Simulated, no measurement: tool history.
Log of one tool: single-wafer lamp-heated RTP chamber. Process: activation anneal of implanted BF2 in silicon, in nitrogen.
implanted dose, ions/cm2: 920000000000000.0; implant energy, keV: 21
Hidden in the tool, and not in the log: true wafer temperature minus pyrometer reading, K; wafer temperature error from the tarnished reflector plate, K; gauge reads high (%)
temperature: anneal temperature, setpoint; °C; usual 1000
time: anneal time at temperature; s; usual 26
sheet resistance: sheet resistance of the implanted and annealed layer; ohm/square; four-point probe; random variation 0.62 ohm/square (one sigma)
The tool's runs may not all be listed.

run,day,temperature,time,wafers since the last listed run,wafers since the last pyrometer calibration,wafers since the reflector plate was cleaned,hours since the gauge calibration,"read-back reference wafer on the same gauge, sheet resistance",sheet resistance
1,0.000,1011,22,0,165,6286,150.5,210.03,203.30
2,0.521,1011,22,158,324,6444,163.0,210.08,202.98
3,0.917,1011,22,120,444,6565,172.5,210.02,202.93
4,1.467,1000,26,167,612,6733,185.7,209.97,213.38
5,2.192,1018,26,220,833,6954,203.1,210.02,191.82
6,2.900,1018,26,215,1049,7169,220.1,210.07,192.39
7,3.562,1000,26,201,1250,7371,236.0,210.22,211.43
8,4.138,1000,34,175,1426,7547,249.8,210.01,204.03
9,4.521,1000,34,116,1543,7663,259.0,210.01,204.25
10,5.254,1000,26,223,1766,7887,276.6,210.07,209.92
11,5.917,1000,26,201,1968,8089,292.5,209.90,210.57
12,7.579,1000,26,506,2475,8595,332.4,209.99,211.44
13,8.321,1000,26,226,2701,8821,350.2,210.05,210.53
# day 8.350: gauge calibrated
# day 8.908: pyrometer window cleaned and pyrometer calibrated
14,8.929,1000,26,83,6,8905,13.9,210.05,210.63
15,9.342,1000,26,125,131,9031,23.8,209.91,208.83
16,9.717,1016,26,114,246,9145,32.8,210.07,193.76
17,10.108,977,13,119,365,9265,42.2,210.10,261.23
18,10.671,1014,20,171,536,9436,55.7,210.07,201.14
# day 11.225: reflector plate cleaned
19,11.379,981,33,114,651,46,72.7,210.07,224.03
20,12.067,1021,26,209,860,256,89.2,210.10,186.30
21,12.746,1020,40,206,1067,463,105.5,209.95,177.44
22,13.125,1000,26,115,1183,579,114.6,209.90,205.52
23,13.554,1000,26,130,1313,709,124.9,209.99,204.64
24,13.975,1000,26,128,1442,838,135.0,210.01,204.87
25,14.546,1000,14,173,1616,1011,148.7,209.94,220.48
26,15.221,971,15,205,1821,1217,164.9,209.99,260.48
# day 15.658: reflector plate cleaned, repeated, since the last time left the tool worse
27,15.888,1012,39,101,1923,70,180.9,210.04,191.62
28,16.629,1013,26,226,2149,296,198.7,209.87,200.18
29,17.267,1000,26,194,2343,490,214.0,209.85,215.94
30,17.738,1026,26,143,2487,634,225.3,210.01,188.51
31,18.050,991,30,95,2582,729,232.8,209.99,224.76
32,18.546,987,15,151,2733,880,244.7,209.98,248.77

Measured less the same run without the tool's hidden state. The same run-to-run variation is in both; the gauge's scatter may not be:
run,sheet resistance
1,-3.92
2,-4.00
3,-4.06
4,-5.02
5,-3.47
6,-3.57
7,-5.42
8,-5.29
9,-5.37
10,-5.73
11,-5.88
12,-6.25
13,-6.39
14,-6.51
15,-6.55
16,-4.75
17,-8.54
18,-5.43
19,-14.55
20,-7.22
21,-6.61
22,-12.19
23,-12.23
24,-12.32
25,-12.49
26,-17.12
27,-0.15
28,-0.29
29,-0.51
30,-0.34
31,-0.74
32,-0.89
